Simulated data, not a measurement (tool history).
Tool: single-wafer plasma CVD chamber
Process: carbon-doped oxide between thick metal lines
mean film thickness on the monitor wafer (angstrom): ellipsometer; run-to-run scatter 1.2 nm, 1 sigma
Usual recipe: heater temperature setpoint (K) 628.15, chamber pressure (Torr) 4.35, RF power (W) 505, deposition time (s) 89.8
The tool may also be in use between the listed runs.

| run | hour | heater temperature setpoint (K) | chamber pressure (Torr) | RF power (W) | deposition time (s) | wafers since the last listed run | hours since the last thermocouple change | hours since the last RF generator calibration | hours since the last manometer calibration | hours since the showerhead was replaced | hours since the gauge calibration | read-back reference wafer on the same gauge, thickness_nm | mean film thickness on the monitor wafer (angstrom) |
|---|---|---|---|---|---|---|---|---|---|---|---|---|---|
| 1 | 0.0 | 620.15 | 4.35 | 505 | 89.8 | 0 | 2651.4 | 1840.4 | 2172.0 | 4199.5 | 197.2 | 402.853 | 4538.89 |
| 2 | 25.0 | 628.15 | 4.35 | 505 | 89.8 | 309 | 2676.4 | 1865.4 | 2197.0 | 4224.5 | 222.2 | 403.012 | 4455.57 |
| 3 | 49.6 | 628.15 | 4.35 | 505 | 89.8 | 304 | 2701.0 | 1890.0 | 2221.6 | 4249.1 | 246.8 | 402.777 | 4461.35 |
| 4 | 74.1 | 628.15 | 4.35 | 505 | 89.8 | 303 | 2725.5 | 1914.5 | 2246.1 | 4273.6 | 271.3 | 402.679 | 4481.11 |
| 5 | 95.9 | 628.15 | 4.35 | 440 | 89.8 | 269 | 2747.3 | 1936.3 | 2267.9 | 4295.4 | 293.1 | 403.072 | 3874.37 |
| 6 | 123.3 | 628.15 | 4.35 | 440 | 89.8 | 339 | 2774.7 | 1963.7 | 2295.3 | 4322.8 | 320.5 | 402.966 | 3876.64 |
| 7 | 146.5 | 628.15 | 4.35 | 440 | 89.8 | 287 | 2797.9 | 1986.9 | 2318.5 | 4346.0 | 343.7 | 402.836 | 3852.97 |
| 8 | 171.5 | 628.15 | 4.35 | 505 | 89.8 | 309 | 2822.9 | 2011.9 | 2343.5 | 4371.0 | 368.7 | 403.637 | 4464.06 |
| 9 | 184.0 | 628.15 | 4.35 | 505 | 89.8 | 154 | 2835.4 | 2024.4 | 2356.0 | 4383.5 | 381.2 | 402.943 | 4463.40 |
| 10 | 200.8 | 628.15 | 4.35 | 505 | 89.8 | 207 | 2852.2 | 2041.2 | 2372.8 | 4400.3 | 398.0 | 403.250 | 4460.23 |
| 11 | 219.4 | 628.15 | 4.35 | 505 | 89.8 | 230 | 2870.8 | 2059.8 | 2391.4 | 4418.9 | 416.6 | 402.959 | 4467.22 |
| 12 | 242.2 | 628.15 | 4.35 | 505 | 89.8 | 282 | 2893.6 | 2082.6 | 2414.2 | 4441.7 | 439.4 | 403.119 | 4463.48 |
| 13 | 268.9 | 628.15 | 4.35 | 505 | 89.8 | 330 | 2920.3 | 2109.3 | 2440.9 | 4468.4 | 466.1 | 403.303 | 4446.83 |
| 14 | 300.1 | 628.15 | 3.43 | 505 | 89.8 | 386 | 2951.5 | 2140.5 | 2472.1 | 4499.6 | 497.3 | 403.324 | 4207.67 |
| 15 | 316.8 | 628.15 | 4.35 | 505 | 89.8 | 206 | 2968.2 | 2157.2 | 2488.8 | 4516.3 | 514.0 | 402.849 | 4439.62 |
| 16 | 331.2 | 628.15 | 4.35 | 445 | 89.8 | 178 | 2982.6 | 2171.6 | 2503.2 | 4530.7 | 528.4 | 402.706 | 3894.02 |
| 17 | 354.5 | 628.15 | 4.89 | 505 | 89.8 | 288 | 3005.9 | 2194.9 | 2526.5 | 4554.0 | 551.7 | 403.278 | 4575.06 |
| 18 | 370.3 | 620.15 | 4.78 | 550 | 81.3 | 195 | 3021.7 | 2210.7 | 2542.3 | 4569.8 | 567.5 | 402.826 | 4551.90 |
|  | 380.9 | showerhead replaced |
|  | 382.8 | gauge calibrated |
|  | 384.9 | thermocouple changed; heater temperature recalibrated |
|  | 386.8 | RF generator calibrated |
| 19 | 390.5 | 628.15 | 4.35 | 450 | 72.2 | 77 | 5.6 | 3.7 | 2562.5 | 9.6 | 7.7 | 403.165 | 3182.57 |
|  | 415.8 | capacitance manometer re-zeroed and calibrated |
| 20 | 421.4 | 628.15 | 4.35 | 505 | 89.8 | 283 | 36.5 | 34.6 | 5.6 | 40.5 | 38.6 | 403.142 | 4468.53 |
| 21 | 453.7 | 620.15 | 4.35 | 505 | 89.8 | 399 | 68.8 | 66.9 | 37.9 | 72.8 | 70.9 | 403.107 | 4542.07 |
| 22 | 489.1 | 623.15 | 3.95 | 505 | 95.4 | 438 | 104.2 | 102.3 | 73.3 | 108.2 | 106.3 | 402.853 | 4674.67 |
| 23 | 517.3 | 628.15 | 5.14 | 505 | 101.8 | 349 | 132.4 | 130.5 | 101.5 | 136.4 | 134.5 | 403.051 | 5266.48 |
| 24 | 538.3 | 628.15 | 3.34 | 420 | 98.2 | 259 | 153.4 | 151.5 | 122.5 | 157.4 | 155.5 | 403.262 | 3772.53 |
| 25 | 573.2 | 628.15 | 4.35 | 505 | 89.8 | 431 | 188.3 | 186.4 | 157.4 | 192.3 | 190.4 | 402.633 | 4452.35 |
| 26 | 593.1 | 628.15 | 4.35 | 505 | 89.8 | 246 | 208.2 | 206.3 | 177.3 | 212.2 | 210.3 | 403.019 | 4467.73 |

Each row is a separate what-if for the run after 26, all from the same tool condition, not one after another. Results?
| A | 593.5 | 628.15 | 4.35 | 505 | 89.8 | 4 | 208.6 | 206.7 | 177.7 | 212.6 | 210.7 | ? | ? |
| B | 593.5 | 628.15 | 4.97 | 435 | 102.1 | 4 | 208.6 | 206.7 | 177.7 | 212.6 | 210.7 | ? | ? |
| C | 593.5 | 628.15 | 4.35 | 505 | 107.0 | 4 | 208.6 | 206.7 | 177.7 | 212.6 | 210.7 | ? | ? |

| run | read-back reference wafer on the same gauge, thickness_nm | mean film thickness on the monitor wafer (angstrom) |
|---|---|---|
| A | 403.296 | 4471.18 |
| B | 403.296 | 4480.56 |
| C | 403.296 | 5322.44 |
Had the tool no hidden state, the same runs would have come out as:
| run | mean film thickness on the monitor wafer (angstrom) |
|---|---|
| A | 4471.18 |
| B | 4480.56 |
| C | 5322.44 |

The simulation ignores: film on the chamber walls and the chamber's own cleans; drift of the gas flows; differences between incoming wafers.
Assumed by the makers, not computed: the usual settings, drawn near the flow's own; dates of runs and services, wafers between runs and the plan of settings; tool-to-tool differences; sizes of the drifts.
